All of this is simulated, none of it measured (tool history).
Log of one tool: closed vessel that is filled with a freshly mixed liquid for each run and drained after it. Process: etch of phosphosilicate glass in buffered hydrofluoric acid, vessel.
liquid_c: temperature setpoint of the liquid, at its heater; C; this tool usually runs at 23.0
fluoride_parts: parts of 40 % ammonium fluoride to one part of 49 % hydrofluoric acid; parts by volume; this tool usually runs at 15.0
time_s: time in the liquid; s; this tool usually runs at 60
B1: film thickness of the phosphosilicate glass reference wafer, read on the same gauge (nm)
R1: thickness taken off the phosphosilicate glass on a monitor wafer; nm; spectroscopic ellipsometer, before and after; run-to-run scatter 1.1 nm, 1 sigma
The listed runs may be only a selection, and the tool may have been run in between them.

run 1 hour=0.0 | liquid_c=23.0 fluoride_parts=15.0 time_s=60 | B1=140.04 | R1=145.24
run 2 hour=27.7 | liquid_c=23.0 fluoride_parts=15.0 time_s=60 | B1=140.00 | R1=146.38
run 3 hour=50.2 | liquid_c=23.0 fluoride_parts=15.0 time_s=60 | B1=140.00 | R1=145.72
run 4 hour=71.2 | liquid_c=23.0 fluoride_parts=19.5 time_s=60 | B1=139.95 | R1=112.42
run 5 hour=104.7 | liquid_c=23.0 fluoride_parts=15.0 time_s=60 | B1=139.97 | R1=145.09
run 6 hour=140.3 | liquid_c=23.0 fluoride_parts=15.0 time_s=60 | B1=140.00 | R1=145.76
run 7 hour=156.9 | liquid_c=22.0 fluoride_parts=15.0 time_s=60 | B1=139.99 | R1=138.81
run 8 hour=191.2 | liquid_c=23.0 fluoride_parts=15.0 time_s=60 | B1=139.97 | R1=146.97
run 9 hour=207.0 | liquid_c=23.0 fluoride_parts=15.0 time_s=60 | B1=140.01 | R1=147.73
run 10 hour=228.6 | liquid_c=23.0 fluoride_parts=15.0 time_s=60 | B1=140.04 | R1=148.57
run 11 hour=309.8 | liquid_c=23.0 fluoride_parts=19.5 time_s=40 | B1=140.04 | R1=66.65
run 12 hour=322.4 | liquid_c=24.5 fluoride_parts=10.0 time_s=85 | B1=140.02 | R1=295.04
run 13 hour=342.6 | liquid_c=23.0 fluoride_parts=15.0 time_s=60 | B1=139.99 | R1=130.01
run 14 hour=362.9 | liquid_c=20.5 fluoride_parts=19.0 time_s=80 | B1=140.02 | R1=118.88
run 15 hour=388.3 | liquid_c=20.0 fluoride_parts=12.0 time_s=60 | B1=139.99 | R1=140.26
run 16 hour=405.7 | liquid_c=23.0 fluoride_parts=15.0 time_s=60 | B1=140.01 | R1=129.92
run 17 hour=429.6 | liquid_c=19.5 fluoride_parts=18.5 time_s=70 | B1=140.01 | R1=103.99
run 18 hour=464.3 | liquid_c=23.0 fluoride_parts=20.0 time_s=30 | B1=139.99 | R1=50.47
run 19 hour=497.2 | liquid_c=23.0 fluoride_parts=15.0 time_s=60 | B1=139.99 | R1=133.44
run 20 hour=527.2 | liquid_c=23.0 fluoride_parts=15.0 time_s=60 | B1=140.00 | R1=133.74
run 21 hour=552.6 | liquid_c=21.0 fluoride_parts=10.0 time_s=90 | B1=139.97 | R1=265.45

Taken out of this log: 3 entries between the listed runs. Where each belongs, and how the hidden state differs across it:
Logged between run 10 and run 11: gauge calibrated (hour 239.0); thermometer replaced (hour 292.5)
  liquid hotter than its thermometer reads (K): 2.5 -> 0.15
  difference, measured minus the result without the unlogged condition, R1: +18.94 -> +0.55 nm
Logged between run 17 and run 18: hydrofluoric acid flow meter replaced (hour 432.7)
  liquid hotter than its thermometer reads (K): 0.411 -> 0.486
  difference, measured minus the result without the unlogged condition, R1: +2.37 -> +1.34 nm
